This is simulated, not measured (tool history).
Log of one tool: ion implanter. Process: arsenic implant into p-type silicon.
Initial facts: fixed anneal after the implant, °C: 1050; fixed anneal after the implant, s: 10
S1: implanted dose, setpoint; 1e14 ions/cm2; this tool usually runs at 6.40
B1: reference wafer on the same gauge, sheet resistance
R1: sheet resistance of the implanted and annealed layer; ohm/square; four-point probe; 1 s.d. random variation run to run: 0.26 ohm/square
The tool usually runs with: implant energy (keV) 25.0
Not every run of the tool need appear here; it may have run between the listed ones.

run 1 day=0.000 | S1=5.76 implant_energy_(keV)=19.5 | B1=167.94 | R1=185.25
run 2 day=0.842 | S1=5.76 implant_energy_(keV)=19.5 | B1=167.94 | R1=185.16
run 3 day=1.979 | S1=6.40 implant_energy_(keV)=25.0 | B1=168.02 | R1=164.69
run 4 day=3.204 | S1=7.21 implant_energy_(keV)=25.0 | B1=167.87 | R1=151.87
run 5 day=4.638 | S1=7.21 implant_energy_(keV)=25.0 | B1=168.09 | R1=152.01
run 6 day=5.754 | S1=7.41 implant_energy_(keV)=25.0 | B1=167.99 | R1=148.43
run 7 day=6.667 | S1=7.41 implant_energy_(keV)=25.0 | B1=167.92 | R1=148.91
run 8 day=7.308 | S1=7.41 implant_energy_(keV)=25.0 | B1=167.94 | R1=149.13
run 9 day=8.333 | S1=6.40 implant_energy_(keV)=20.5 | B1=167.96 | R1=170.48
-- day=9.771 Faraday cup replaced and dose calibrated
run 10 day=9.792 | S1=6.40 implant_energy_(keV)=25.0 | B1=167.95 | R1=169.38
run 11 day=10.779 | S1=6.40 implant_energy_(keV)=25.0 | B1=167.98 | R1=169.47
run 12 day=12.104 | S1=6.40 implant_energy_(keV)=25.0 | B1=168.04 | R1=169.09
-- day=12.979 gauge calibrated
run 13 day=13.421 | S1=8.15 implant_energy_(keV)=25.0 | B1=167.98 | R1=142.46
run 14 day=14.754 | S1=4.89 implant_energy_(keV)=19.5 | B1=167.90 | R1=212.61
run 15 day=15.558 | S1=6.40 implant_energy_(keV)=25.0 | B1=168.05 | R1=168.48
run 16 day=16.450 | S1=4.57 implant_energy_(keV)=33.0 | B1=167.97 | R1=208.29
run 17 day=16.962 | S1=7.29 implant_energy_(keV)=25.0 | B1=167.94 | R1=153.39

Run 18, settings as shown, results not yet in. Your forecast:
run 18 day=21.292 | S1=7.43 implant_energy_(keV)=29.0 | B1=? | R1=?

{"run 18": {"B1": 167.91, "R1": 147.36}}
If the tool had no hidden condition, the same run with the same run-to-run variation would have returned R1 149.84 ohm/square.
